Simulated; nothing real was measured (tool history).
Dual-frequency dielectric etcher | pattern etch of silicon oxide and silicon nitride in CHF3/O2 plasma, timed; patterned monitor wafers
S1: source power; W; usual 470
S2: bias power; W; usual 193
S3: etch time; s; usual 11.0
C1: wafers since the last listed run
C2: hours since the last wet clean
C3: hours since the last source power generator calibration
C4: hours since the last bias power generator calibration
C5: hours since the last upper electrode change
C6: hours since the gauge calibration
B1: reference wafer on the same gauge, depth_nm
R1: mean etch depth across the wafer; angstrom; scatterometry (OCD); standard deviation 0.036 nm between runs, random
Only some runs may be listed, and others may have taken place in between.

{"run": 1, "day": 0.0, "S1": 470, "S2": 193, "S3": 11.0, "C1": 0, "C2": 83.8, "C3": 823.2, "C4": 1140.3, "C5": 3099.4, "C6": 476.3, "B1": 12.72, "R1": 144.8}
{"run": 2, "day": 2.033, "S1": 470, "S2": 193, "S3": 11.0, "C1": 566, "C2": 132.6, "C3": 872.0, "C4": 1189.1, "C5": 3148.2, "C6": 525.1, "B1": 12.71, "R1": 145.1}
{"run": 3, "day": 6.375, "S1": 470, "S2": 193, "S3": 11.0, "C1": 1210, "C2": 236.8, "C3": 976.2, "C4": 1293.3, "C5": 3252.4, "C6": 629.3, "B1": 12.69, "R1": 144.6}
{"run": 4, "day": 8.738, "S1": 470, "S2": 193, "S3": 11.0, "C1": 658, "C2": 293.5, "C3": 1032.9, "C4": 1350.0, "C5": 3309.1, "C6": 686.0, "B1": 12.7, "R1": 144.8}
{"day": 12.067, "done": "wet clean of the chamber"}
{"run": 5, "day": 15.942, "S1": 400, "S2": 193, "S3": 10.0, "C1": 1729, "C2": 93.0, "C3": 1205.8, "C4": 1522.9, "C5": 3482.0, "C6": 858.9, "B1": 12.69, "R1": 125.6}
{"run": 6, "day": 17.612, "S1": 400, "S2": 193, "S3": 10.0, "C1": 465, "C2": 133.1, "C3": 1245.9, "C4": 1563.0, "C5": 3522.1, "C6": 899.0, "B1": 12.69, "R1": 125.4}
{"run": 7, "day": 20.229, "S1": 400, "S2": 193, "S3": 10.0, "C1": 729, "C2": 195.9, "C3": 1308.7, "C4": 1625.8, "C5": 3584.9, "C6": 961.8, "B1": 12.71, "R1": 125.0}
{"day": 21.7, "done": "bias power generator calibrated"}
{"run": 8, "day": 23.317, "S1": 470, "S2": 193, "S3": 11.0, "C1": 814, "C2": 270.0, "C3": 1382.8, "C4": 38.8, "C5": 3659.0, "C6": 1035.9, "B1": 12.69, "R1": 144.0}
{"run": 9, "day": 25.171, "S1": 470, "S2": 193, "S3": 11.0, "C1": 516, "C2": 314.5, "C3": 1427.3, "C4": 83.3, "C5": 3703.5, "C6": 1080.4, "B1": 12.72, "R1": 143.6}
{"day": 26.858, "done": "upper electrode replaced"}
{"run": 10, "day": 29.017, "S1": 420, "S2": 193, "S3": 11.0, "C1": 793, "C2": 406.8, "C3": 1519.6, "C4": 175.6, "C5": 51.8, "C6": 1172.7, "B1": 12.7, "R1": 137.5}
{"day": 30.325, "done": "wet clean of the chamber"}
{"day": 30.696, "done": "gauge calibrated"}
{"run": 11, "day": 31.3, "S1": 420, "S2": 193, "S3": 11.0, "C1": 357, "C2": 23.4, "C3": 1574.4, "C4": 230.4, "C5": 106.6, "C6": 14.5, "B1": 12.69, "R1": 138.7}
{"run": 12, "day": 33.338, "S1": 470, "S2": 193, "S3": 11.0, "C1": 568, "C2": 72.3, "C3": 1623.3, "C4": 279.3, "C5": 155.5, "C6": 63.4, "B1": 12.7, "R1": 143.6}
{"run": 13, "day": 36.392, "S1": 470, "S2": 193, "S3": 11.0, "C1": 851, "C2": 145.6, "C3": 1696.6, "C4": 352.6, "C5": 228.8, "C6": 136.7, "B1": 12.7, "R1": 143.7}
{"run": 14, "day": 39.908, "S1": 470, "S2": 193, "S3": 11.0, "C1": 980, "C2": 230.0, "C3": 1781.0, "C4": 437.0, "C5": 313.2, "C6": 221.1, "B1": 12.69, "R1": 143.8}
{"run": 15, "day": 41.829, "S1": 530, "S2": 216, "S3": 12.5, "C1": 535, "C2": 276.1, "C3": 1827.1, "C4": 483.1, "C5": 359.3, "C6": 267.2, "B1": 12.7, "R1": 176.3}
{"run": 16, "day": 43.867, "S1": 370, "S2": 193, "S3": 11.0, "C1": 568, "C2": 325.0, "C3": 1876.0, "C4": 532.0, "C5": 408.2, "C6": 316.1, "B1": 12.7, "R1": 132.6}
{"day": 44.933, "done": "source power generator calibrated"}
{"run": 17, "day": 45.371, "S1": 430, "S2": 166, "S3": 14.0, "C1": 372, "C2": 361.1, "C3": 10.5, "C4": 568.1, "C5": 444.3, "C6": 352.2, "B1": 12.7, "R1": 171.1}
{"day": 49.112, "done": "wet clean of the chamber"}
{"run": 18, "day": 49.133, "S1": 470, "S2": 193, "S3": 9.5, "C1": 770, "C2": 0.5, "C3": 100.8, "C4": 658.4, "C5": 534.6, "C6": 442.5, "B1": 12.7, "R1": 124.8}
{"run": 19, "day": 52.371, "S1": 470, "S2": 233, "S3": 11.0, "C1": 902, "C2": 78.2, "C3": 178.5, "C4": 736.1, "C5": 612.3, "C6": 520.2, "B1": 12.7, "R1": 153.1}
{"run": 20, "day": 54.65, "S1": 470, "S2": 208, "S3": 11.0, "C1": 635, "C2": 132.9, "C3": 233.2, "C4": 790.8, "C5": 667.0, "C6": 574.9, "B1": 12.69, "R1": 148.0}
{"run": 21, "day": 58.112, "S1": 530, "S2": 225, "S3": 12.0, "C1": 965, "C2": 216.0, "C3": 316.3, "C4": 873.9, "C5": 750.1, "C6": 658.0, "B1": 12.7, "R1": 171.8}
{"run": 22, "day": 60.162, "S1": 470, "S2": 193, "S3": 11.0, "C1": 571, "C2": 265.2, "C3": 365.5, "C4": 923.1, "C5": 799.3, "C6": 707.2, "B1": 12.71, "R1": 144.0}
{"run": 23, "day": 62.125, "S1": 470, "S2": 224, "S3": 14.0, "C1": 547, "C2": 312.3, "C3": 412.6, "C4": 970.2, "C5": 846.4, "C6": 754.3, "B1": 12.69, "R1": 192.6}
{"day": 64.512, "done": "wet clean of the chamber"}
{"run": 24, "day": 66.529, "S1": 470, "S2": 175, "S3": 11.0, "C1": 949, "C2": 48.4, "C3": 518.3, "C4": 1075.9, "C5": 952.1, "C6": 860.0, "B1": 12.69, "R1": 140.3}
{"run": 25, "day": 68.767, "S1": 400, "S2": 193, "S3": 10.0, "C1": 623, "C2": 102.1, "C3": 572.0, "C4": 1129.6, "C5": 1005.8, "C6": 913.7, "B1": 12.71, "R1": 125.2}
{"run": 26, "day": 73.075, "S1": 420, "S2": 193, "S3": 11.0, "C1": 1201, "C2": 205.5, "C3": 675.4, "C4": 1233.0, "C5": 1109.2, "C6": 1017.1, "B1": 12.69, "R1": 139.8}
{"run": 27, "day": 76.346, "S1": 560, "S2": 193, "S3": 13.0, "C1": 911, "C2": 284.0, "C3": 753.9, "C4": 1311.5, "C5": 1187.7, "C6": 1095.6, "B1": 12.7, "R1": 181.7}
{"run": 28, "day": 80.45, "S1": 470, "S2": 193, "S3": 11.0, "C1": 1144, "C2": 382.5, "C3": 852.4, "C4": 1410.0, "C5": 1286.2, "C6": 1194.1, "B1": 12.7, "R1": 144.3}

What differs in the tool's unlogged condition from the final listed run ahead of each entry between runs to the first listed run following it?
After run 4, before run 5: wet clean of the chamber (day 12.067)
  bias power that arrives over what is set, %: 3.26 -> 3.75
  measured value less the no-hidden-state value, R1: +1.4 -> +1.4 angstrom
After run 7, before run 8: bias power generator calibrated (day 21.700)
  bias power that arrives over what is set, %: 4.04 -> -0.62
  measured value less the no-hidden-state value, R1: +1.5 -> -0.3 angstrom
After run 9, before run 10: upper electrode replaced (day 26.858)
  bias power that arrives over what is set, %: -0.494 -> -0.232
  measured value less the no-hidden-state value, R1: -0.2 -> -0.1 angstrom
After run 10, before run 11: wet clean of the chamber (day 30.325); gauge calibrated (day 30.696)
  bias power that arrives over what is set, %: -0.232 -> -0.0771
  measured value less the no-hidden-state value, R1: -0.1 -> -0.1 angstrom
After run 16, before run 17: source power generator calibrated (day 44.933)
  bias power that arrives over what is set, %: 0.778 -> 0.88
  measured value less the no-hidden-state value, R1: +0.3 -> +0.5 angstrom
After run 17, before run 18: wet clean of the chamber (day 49.112)
  bias power that arrives over what is set, %: 0.88 -> 1.14
  measured value less the no-hidden-state value, R1: +0.5 -> +0.4 angstrom
After run 23, before run 24: wet clean of the chamber (day 64.512)
  bias power that arrives over what is set, %: 2.02 -> 2.32
  measured value less the no-hidden-state value, R1: +1.2 -> +1.0 angstrom

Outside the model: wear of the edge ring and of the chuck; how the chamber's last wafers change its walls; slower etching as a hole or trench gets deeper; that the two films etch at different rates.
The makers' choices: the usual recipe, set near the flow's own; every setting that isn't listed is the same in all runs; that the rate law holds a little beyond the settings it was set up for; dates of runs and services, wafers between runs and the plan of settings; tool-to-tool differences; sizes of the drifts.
